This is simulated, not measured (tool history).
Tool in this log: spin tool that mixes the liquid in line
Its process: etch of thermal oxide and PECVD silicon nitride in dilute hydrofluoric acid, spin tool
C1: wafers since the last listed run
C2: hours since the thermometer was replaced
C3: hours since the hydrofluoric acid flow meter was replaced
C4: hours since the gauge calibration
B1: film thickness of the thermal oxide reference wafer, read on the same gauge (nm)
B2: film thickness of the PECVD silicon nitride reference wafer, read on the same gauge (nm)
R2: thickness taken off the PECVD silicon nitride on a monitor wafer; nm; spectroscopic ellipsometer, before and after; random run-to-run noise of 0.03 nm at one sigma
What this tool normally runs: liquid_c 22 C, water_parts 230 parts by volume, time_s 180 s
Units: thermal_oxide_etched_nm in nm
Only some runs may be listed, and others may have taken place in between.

{"run": 1, "day": 0.0, "liquid_c": 22, "water_parts": 230, "time_s": 180, "C1": 0, "C2": 2525, "C3": 2104.8, "C4": 139, "B1": 60.234, "B2": 90.35, "thermal_oxide_etched_nm": 2.858, "R2": 3.039}
{"run": 2, "day": 1.246, "liquid_c": 22, "water_parts": 230, "time_s": 180, "C1": 282, "C2": 2554.9, "C3": 2134.7, "C4": 168.9, "B1": 60.269, "B2": 90.379, "thermal_oxide_etched_nm": 2.891, "R2": 3.021}
{"run": 3, "day": 1.9, "liquid_c": 22, "water_parts": 230, "time_s": 180, "C1": 148, "C2": 2570.6, "C3": 2150.4, "C4": 184.6, "B1": 60.291, "B2": 90.435, "thermal_oxide_etched_nm": 2.832, "R2": 3.049}
{"run": 4, "day": 2.604, "liquid_c": 22, "water_parts": 230, "time_s": 180, "C1": 159, "C2": 2587.5, "C3": 2167.3, "C4": 201.5, "B1": 60.316, "B2": 90.461, "thermal_oxide_etched_nm": 2.836, "R2": 3.012}
{"run": 5, "day": 3.142, "liquid_c": 22, "water_parts": 230, "time_s": 180, "C1": 121, "C2": 2600.4, "C3": 2180.2, "C4": 214.4, "B1": 60.355, "B2": 90.495, "thermal_oxide_etched_nm": 2.874, "R2": 3.009}
{"run": 6, "day": 3.912, "liquid_c": 22, "water_parts": 230, "time_s": 180, "C1": 174, "C2": 2618.9, "C3": 2198.7, "C4": 232.9, "B1": 60.376, "B2": 90.572, "thermal_oxide_etched_nm": 2.844, "R2": 3.032}
{"run": 7, "day": 4.562, "liquid_c": 22, "water_parts": 230, "time_s": 180, "C1": 147, "C2": 2634.5, "C3": 2214.3, "C4": 248.5, "B1": 60.407, "B2": 90.612, "thermal_oxide_etched_nm": 2.851, "R2": 3.044}
{"run": 8, "day": 5.792, "liquid_c": 22, "water_parts": 260, "time_s": 180, "C1": 278, "C2": 2664, "C3": 2243.8, "C4": 278, "B1": 60.457, "B2": 90.698, "thermal_oxide_etched_nm": 2.489, "R2": 2.681}
{"run": 9, "day": 6.383, "liquid_c": 22, "water_parts": 260, "time_s": 180, "C1": 133, "C2": 2678.2, "C3": 2258, "C4": 292.2, "B1": 60.473, "B2": 90.732, "thermal_oxide_etched_nm": 2.477, "R2": 2.687}
{"run": 10, "day": 7.825, "liquid_c": 22, "water_parts": 260, "time_s": 180, "C1": 326, "C2": 2712.8, "C3": 2292.6, "C4": 326.8, "B1": 60.539, "B2": 90.853, "thermal_oxide_etched_nm": 2.454, "R2": 2.721}
{"run": 11, "day": 9.092, "liquid_c": 24, "water_parts": 315, "time_s": 225, "C1": 286, "C2": 2743.2, "C3": 2323, "C4": 357.2, "B1": 60.657, "B2": 90.964, "thermal_oxide_etched_nm": 2.608, "R2": 3.092}
{"run": 12, "day": 9.688, "liquid_c": 19.5, "water_parts": 335, "time_s": 250, "C1": 134, "C2": 2757.5, "C3": 2337.3, "C4": 371.5, "B1": 60.691, "B2": 91.054, "thermal_oxide_etched_nm": 2.288, "R2": 2.458}
{"run": 13, "day": 10.921, "liquid_c": 22, "water_parts": 145, "time_s": 215, "C1": 279, "C2": 2787.1, "C3": 2366.9, "C4": 401.1, "B1": 60.792, "B2": 91.169, "thermal_oxide_etched_nm": 5.996, "R2": 5.698}
{"run": 14, "day": 11.567, "liquid_c": 22, "water_parts": 230, "time_s": 180, "C1": 146, "C2": 2802.6, "C3": 2382.4, "C4": 416.6, "B1": 60.832, "B2": 91.224, "thermal_oxide_etched_nm": 2.874, "R2": 3.041}
{"day": 11.746, "done": "hydrofluoric acid flow meter replaced"}
{"day": 13.317, "done": "thermometer replaced"}
{"run": 15, "day": 14.292, "liquid_c": 22, "water_parts": 230, "time_s": 180, "C1": 598, "C2": 23.4, "C3": 61.1, "C4": 482, "B1": 61.063, "B2": 91.625, "thermal_oxide_etched_nm": 2.911, "R2": 3}
{"run": 16, "day": 14.854, "liquid_c": 20.5, "water_parts": 230, "time_s": 180, "C1": 127, "C2": 36.9, "C3": 74.6, "C4": 495.5, "B1": 61.117, "B2": 91.665, "thermal_oxide_etched_nm": 2.735, "R2": 2.705}
{"run": 17, "day": 15.546, "liquid_c": 22, "water_parts": 230, "time_s": 180, "C1": 156, "C2": 53.5, "C3": 91.2, "C4": 512.1, "B1": 61.187, "B2": 91.757, "thermal_oxide_etched_nm": 2.897, "R2": 3.03}
{"run": 18, "day": 18.496, "liquid_c": 22, "water_parts": 230, "time_s": 180, "C1": 667, "C2": 124.3, "C3": 162, "C4": 582.9, "B1": 61.489, "B2": 92.224, "thermal_oxide_etched_nm": 2.88, "R2": 3.04}
{"run": 19, "day": 19.271, "liquid_c": 26.5, "water_parts": 150, "time_s": 135, "C1": 175, "C2": 142.9, "C3": 180.6, "C4": 601.5, "B1": 61.569, "B2": 92.364, "thermal_oxide_etched_nm": 4.345, "R2": 4.651}
{"day": 19.879, "done": "gauge calibrated"}
{"run": 20, "day": 19.962, "liquid_c": 18.5, "water_parts": 165, "time_s": 180, "C1": 156, "C2": 159.5, "C3": 197.2, "C4": 2, "B1": 59.748, "B2": 89.614, "thermal_oxide_etched_nm": 3.655, "R2": 3.198}
{"run": 21, "day": 21.296, "liquid_c": 26, "water_parts": 325, "time_s": 180, "C1": 301, "C2": 191.5, "C3": 229.2, "C4": 34, "B1": 59.73, "B2": 89.593, "thermal_oxide_etched_nm": 2.083, "R2": 2.721}
{"run": 22, "day": 22.354, "liquid_c": 19, "water_parts": 190, "time_s": 125, "C1": 239, "C2": 216.9, "C3": 254.6, "C4": 59.4, "B1": 59.755, "B2": 89.63, "thermal_oxide_etched_nm": 2.2, "R2": 2.082}
{"run": 23, "day": 23.608, "liquid_c": 19, "water_parts": 125, "time_s": 180, "C1": 283, "C2": 247, "C3": 284.7, "C4": 89.5, "B1": 59.76, "B2": 89.642, "thermal_oxide_etched_nm": 5.16, "R2": 4.431}
{"run": 24, "day": 24.517, "liquid_c": 22, "water_parts": 230, "time_s": 180, "C1": 205, "C2": 268.8, "C3": 306.5, "C4": 111.3, "B1": 59.791, "B2": 89.669, "thermal_oxide_etched_nm": 2.812, "R2": 2.979}
{"run": 25, "day": 25.612, "liquid_c": 25.5, "water_parts": 180, "time_s": 210, "C1": 248, "C2": 295.1, "C3": 332.8, "C4": 137.6, "B1": 59.815, "B2": 89.716, "thermal_oxide_etched_nm": 5.084, "R2": 5.519}
{"run": 26, "day": 26.821, "liquid_c": 26.5, "water_parts": 230, "time_s": 180, "C1": 273, "C2": 324.1, "C3": 361.8, "C4": 166.6, "B1": 59.838, "B2": 89.759, "thermal_oxide_etched_nm": 3.335, "R2": 4.057}

State the hidden condition of the tool at each of the runs:
liquid colder than its thermometer reads (K): 0, the same for each run
hydrofluoric acid flow above the setpoint (%): 0, the same for each run
H1: gauge reads high (%)
run=1 H1=0.385
run=2 H1=0.444
run=3 H1=0.48
run=4 H1=0.523
run=5 H1=0.557
run=6 H1=0.611
run=7 H1=0.66
run=8 H1=0.76
run=9 H1=0.813
run=10 H1=0.952
run=11 H1=1.09
run=12 H1=1.15
run=13 H1=1.3
run=14 H1=1.38
run=15 H1=1.77
run=16 H1=1.85
run=17 H1=1.96
run=18 H1=2.46
run=19 H1=2.61
run=20 H1=-0.445
run=21 H1=-0.438
run=22 H1=-0.422
run=23 H1=-0.393
run=24 H1=-0.365
run=25 H1=-0.322
run=26 H1=-0.265
